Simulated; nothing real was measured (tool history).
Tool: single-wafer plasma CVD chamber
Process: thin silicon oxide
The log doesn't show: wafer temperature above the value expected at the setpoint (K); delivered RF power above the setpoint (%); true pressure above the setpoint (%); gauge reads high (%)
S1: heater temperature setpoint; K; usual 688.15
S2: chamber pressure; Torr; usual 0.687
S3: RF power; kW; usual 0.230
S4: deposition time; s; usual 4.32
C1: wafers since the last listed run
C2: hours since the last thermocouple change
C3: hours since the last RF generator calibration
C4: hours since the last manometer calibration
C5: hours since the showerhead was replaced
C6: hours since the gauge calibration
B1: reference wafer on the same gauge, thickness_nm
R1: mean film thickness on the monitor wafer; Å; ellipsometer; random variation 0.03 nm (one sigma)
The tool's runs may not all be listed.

Run 1, day 0.000: usual settings but S2 0.822 Torr; C1 0; C2 1832.6; C3 694.4; C4 184.9; C5 310.9; C6 18.6; B1 5.087. Result: R1 71.34 Å.
Run 2, day 1.062: usual settings but S2 0.822 Torr; C1 1340; C2 1858.1; C3 719.9; C4 210.4; C5 336.4; C6 44.1; B1 5.086. Result: R1 71.09 Å.
Run 3, day 3.267: usual settings but S1 700.15 K, S3 0.210 kW; C1 2779; C2 1911.0; C3 772.8; C4 263.3; C5 389.3; C6 97.0; B1 5.080. Result: R1 57.10 Å.
Run 4, day 5.125: usual settings; C1 2343; C2 1955.6; C3 817.4; C4 307.9; C5 433.9; C6 141.6; B1 5.077. Result: R1 60.28 Å.
Run 5, day 8.050: usual settings; C1 3689; C2 2025.8; C3 887.6; C4 378.1; C5 504.1; C6 211.8; B1 5.078. Result: R1 59.76 Å.
Run 6, day 9.350: usual settings but S1 682.15 K, S4 4.10 s; C1 1639; C2 2057.0; C3 918.8; C4 409.3; C5 535.3; C6 243.0; B1 5.084. Result: R1 56.47 Å.
Run 7, day 12.158: usual settings but S1 679.15 K; C1 3541; C2 2124.4; C3 986.2; C4 476.7; C5 602.7; C6 310.4; B1 5.085. Result: R1 59.95 Å.
At day 14.038: thermocouple changed; heater temperature recalibrated.
Run 8, day 14.150: usual settings but S1 679.15 K; C1 2091; C2 2.7; C3 1034.0; C4 524.5; C5 650.5; C6 358.2; B1 5.076. Result: R1 59.55 Å.
Run 9, day 15.442: usual settings but S1 692.15 K, S2 0.732 Torr, S3 0.195 kW, S4 3.73 s; C1 1629; C2 33.7; C3 1065.0; C4 555.5; C5 681.5; C6 389.2; B1 5.083. Result: R1 51.20 Å.
Run 10, day 17.425: usual settings but S1 702.15 K, S2 0.734 Torr, S4 3.71 s; C1 2501; C2 81.3; C3 1112.6; C4 603.1; C5 729.1; C6 436.8; B1 5.081. Result: R1 53.98 Å.
Run 11, day 18.754: usual settings; C1 1676; C2 113.2; C3 1144.5; C4 635.0; C5 761.0; C6 468.7; B1 5.078. Result: R1 58.62 Å.
Run 12, day 20.017: usual settings but S1 674.15 K, S3 0.190 kW, S4 3.46 s; C1 1592; C2 143.5; C3 1174.8; C4 665.3; C5 791.3; C6 499.0; B1 5.081. Result: R1 44.32 Å.
Run 13, day 21.142: usual settings but S2 0.536 Torr, S3 0.270 kW; C1 1418; C2 170.5; C3 1201.8; C4 692.3; C5 818.3; C6 526.0; B1 5.087. Result: R1 48.43 Å.
At day 24.600: RF generator calibrated.
Run 14, day 26.683: usual settings but S1 679.15 K, S2 0.831 Torr, S3 0.265 kW; C1 6568; C2 303.5; C3 50.0; C4 825.3; C5 951.3; C6 659.0; B1 5.078. Result: R1 76.72 Å.
Run 15, day 28.329: usual settings but S2 0.536 Torr, S3 0.270 kW; C1 2075; C2 343.0; C3 89.5; C4 864.8; C5 990.8; C6 698.5; B1 5.078. Result: R1 49.52 Å.
Run 16, day 30.129: usual settings; C1 2270; C2 386.2; C3 132.7; C4 908.0; C5 1034.0; C6 741.7; B1 5.075. Result: R1 59.77 Å.
Run 17, day 31.629: usual settings but S3 0.260 kW; C1 1891; C2 422.2; C3 168.7; C4 944.0; C5 1070.0; C6 777.7; B1 5.081. Result: R1 63.05 Å.
Run 18, day 33.821: usual settings but S1 681.15 K; C1 2764; C2 474.8; C3 221.3; C4 996.6; C5 1122.6; C6 830.3; B1 5.077. Result: R1 60.43 Å.
Run 19, day 36.367: usual settings but S4 4.72 s; C1 3210; C2 535.9; C3 282.4; C4 1057.7; C5 1183.7; C6 891.4; B1 5.084. Result: R1 65.52 Å.
Run 20, day 39.342: usual settings but S1 682.15 K; C1 3752; C2 607.3; C3 353.8; C4 1129.1; C5 1255.1; C6 962.8; B1 5.079. Result: R1 60.30 Å.
Run 21, day 40.400: usual settings but S2 0.526 Torr, S3 0.275 kW; C1 1334; C2 632.7; C3 379.2; C4 1154.5; C5 1280.5; C6 988.2; B1 5.074. Result: R1 48.52 Å.
Run 22, day 42.158: usual settings; C1 2217; C2 674.9; C3 421.4; C4 1196.7; C5 1322.7; C6 1030.4; B1 5.078. Result: R1 59.57 Å.
Run 23, day 43.742: usual settings but S1 696.15 K, S3 0.270 kW, S4 3.89 s; C1 1996; C2 712.9; C3 459.4; C4 1234.7; C5 1360.7; C6 1068.4; B1 5.078. Result: R1 56.51 Å.
Run 24, day 46.600: usual settings but S2 0.854 Torr, S3 0.195 kW, S4 3.90 s; C1 3604; C2 781.5; C3 528.0; C4 1303.3; C5 1429.3; C6 1137.0; B1 5.080. Result: R1 62.02 Å.
Run 25, day 48.329: usual settings but S1 700.15 K, S3 0.270 kW; C1 2180; C2 823.0; C3 569.5; C4 1344.8; C5 1470.8; C6 1178.5; B1 5.081. Result: R1 62.02 Å.
Run 26, day 50.833: usual settings but S2 0.748 Torr, S3 0.200 kW; C1 3158; C2 883.1; C3 629.6; C4 1404.9; C5 1530.9; C6 1238.6; B1 5.080. Result: R1 60.97 Å.
Run 27, day 52.229: usual settings; C1 1760; C2 916.6; C3 663.1; C4 1438.4; C5 1564.4; C6 1272.1; B1 5.081. Result: R1 58.90 Å.
Run 28, day 53.979: usual settings but S1 678.15 K, S2 0.591 Torr; C1 2207; C2 958.6; C3 705.1; C4 1480.4; C5 1606.4; C6 1314.1; B1 5.074. Result: R1 50.94 Å.

How the hidden state differs across the entries between the runs, from the last listed run before each to the first after it:
Between runs 7 and 8: thermocouple changed; heater temperature recalibrated (day 14.038)
  delivered RF power above the setpoint (%): -6.28 -> -6.59; true pressure above the setpoint (%): -0.298 -> -0.349
  measured less the result without the state, R1: -1.68 -> -1.77 Å
Between runs 13 and 14: RF generator calibrated (day 24.600)
  delivered RF power above the setpoint (%): -7.65 -> -1.31; true pressure above the setpoint (%): -0.528 -> -0.67
  measured less the result without the state, R1: -1.70 -> -0.84 Å
